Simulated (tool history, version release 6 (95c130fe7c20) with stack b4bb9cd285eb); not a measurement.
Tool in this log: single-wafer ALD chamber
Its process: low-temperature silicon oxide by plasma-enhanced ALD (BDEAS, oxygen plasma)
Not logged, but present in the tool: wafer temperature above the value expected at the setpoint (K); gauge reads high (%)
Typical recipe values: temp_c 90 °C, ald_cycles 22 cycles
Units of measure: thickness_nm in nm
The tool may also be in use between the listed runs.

run   hour  temp_c  ald_cycles  wafers since the last listed run  hours since the last thermocouple change  hours since the gauge calibration  read-back reference wafer on the same gauge, thickness_nm  thickness_nm
  1      0      90          24                                 0                                    1555.1                              329.5                                                       2.42         3.193
  2    7.6      90          22                               110                                    1562.7                              337.1                                                      2.422         2.931
  3   19.9      90          22                               178                                      1575                              349.4                                                      2.421         2.926
  4   26.9      90          22                               101                                      1582                              356.4                                                       2.42         2.926
  5   41.7      90          22                               214                                    1596.8                              371.2                                                      2.421         2.934
  6   55.4      90          22                               198                                    1610.5                              384.9                                                      2.417         2.923
  7   62.4      90          22                               101                                    1617.5                              391.9                                                      2.418         2.943
  8     73      90          22                               153                                    1628.1                              402.5                                                      2.419         2.925
  9   79.7      94          21                                97                                    1634.8                              409.2                                                       2.42         2.748
 10   88.2      90          22                               123                                    1643.3                              417.7                                                      2.418         2.928
 11   98.9      90          22                               155                                      1654                              428.4                                                      2.419         2.922
 12    109      90          22                               146                                    1664.1                              438.5                                                      2.418         2.932
 13  118.1     101          22                               131                                    1673.2                              447.6                                                      2.421         2.825
 14  132.6      90          23                               210                                    1687.7                              462.1                                                      2.417         3.051
 15  148.6      90          23                               231                                    1703.7                              478.1                                                      2.418         3.061
 16  165.6      82          22                               246                                    1720.7                              495.1                                                       2.42         3.006
 17  219.1      90          22                               775                                    1774.2                              548.6                                                      2.417         2.939
 18  233.3      90          22                               205                                    1788.4                              562.8                                                      2.418         2.932
 19  244.6      90          22                               163                                    1799.7                              574.1                                                      2.424         2.935
 20  258.2      90          22                               197                                    1813.3                              587.7                                                       2.42         2.913
 21  268.3      90          22                               146                                    1823.4                              597.8                                                       2.42         2.926
 22  292.1      79          22                               344                                    1847.2                              621.6                                                      2.417          3.03
 23  305.2      79          22                               189                                    1860.3                              634.7                                                      2.423         3.027
 24  314.1      90          23                               128                                    1869.2                              643.6                                                      2.422         3.071
 25  327.7      90          22                               197                                    1882.8                              657.2                                                      2.423         2.924
 26  339.5      86          19                               170                                    1894.6                                669                                                      2.422         2.558
 27  356.7      90          20                               249                                    1911.8                              686.2                                                      2.424         2.657
 28    372      90          26                               221                                    1927.1                              701.5                                                      2.421         3.456
 29  378.4      90          22                                92                                    1933.5                              707.9                                                      2.421         2.925
 30  385.1      99          22                                97                                    1940.2                              714.6                                                       2.42         2.847
 31  398.8     103          22                               198                                    1953.9                              728.3                                                      2.419         2.826
     400.9  -- gauge calibrated
 32  414.8      79          22                               231                                    1969.9                               13.9                                                      2.421         3.032
 33  421.5      80          26                                97                                    1976.6                               20.6                                                       2.42         3.561
 34  433.3      90          25                               170                                    1988.4                               32.4                                                       2.42         3.329
 35  450.7      90          22                               252                                    2005.8                               49.8                                                      2.422         2.928
     461.7  -- thermocouple changed; heater temperature recalibrated
 36  468.7      77          24                               144                                         7                               67.8                                                      2.418         3.322
 37  485.6      78          20                               244                                      23.9                               84.7                                                      2.421         2.764
 38  496.1      81          18                               152                                      34.4                               95.2                                                      2.419         2.467
 39  512.5      90          22                               237                                      50.8                              111.6                                                      2.421         2.926
 40  538.7      90          22                               379                                        77                              137.8                                                      2.421         2.924
 41  553.8      86          22                               218                                      92.1                              152.9                                                      2.423         2.963
 42  571.7      84          20                               259                                       110                              170.8                                                      2.421         2.715
 43  582.5      90          21                               156                                     120.8                              181.6                                                      2.417         2.798
 44  591.2     102          24                               126                                     129.5                              190.3                                                       2.42         3.071
 45  598.5      85          22                               105                                     136.8                              197.6                                                       2.42          2.96
 46  611.5      99          20                               188                                     149.8                              210.6                                                       2.42          2.59
 47    643     101          26                               456                                     181.3                              242.1                                                      2.418         3.351
 48  650.7      90          22                               111                                       189                              249.8                                                      2.419         2.933

What differs in the tool's unlogged condition from the final listed run ahead of each entry between runs to the first listed run following it?
Runs 31 to 32: gauge calibrated (hour 400.9)
  no difference in the tool's unlogged condition between these two runs
Runs 35 to 36: thermocouple changed; heater temperature recalibrated (hour 461.7)
  no difference in the tool's unlogged condition between these two runs
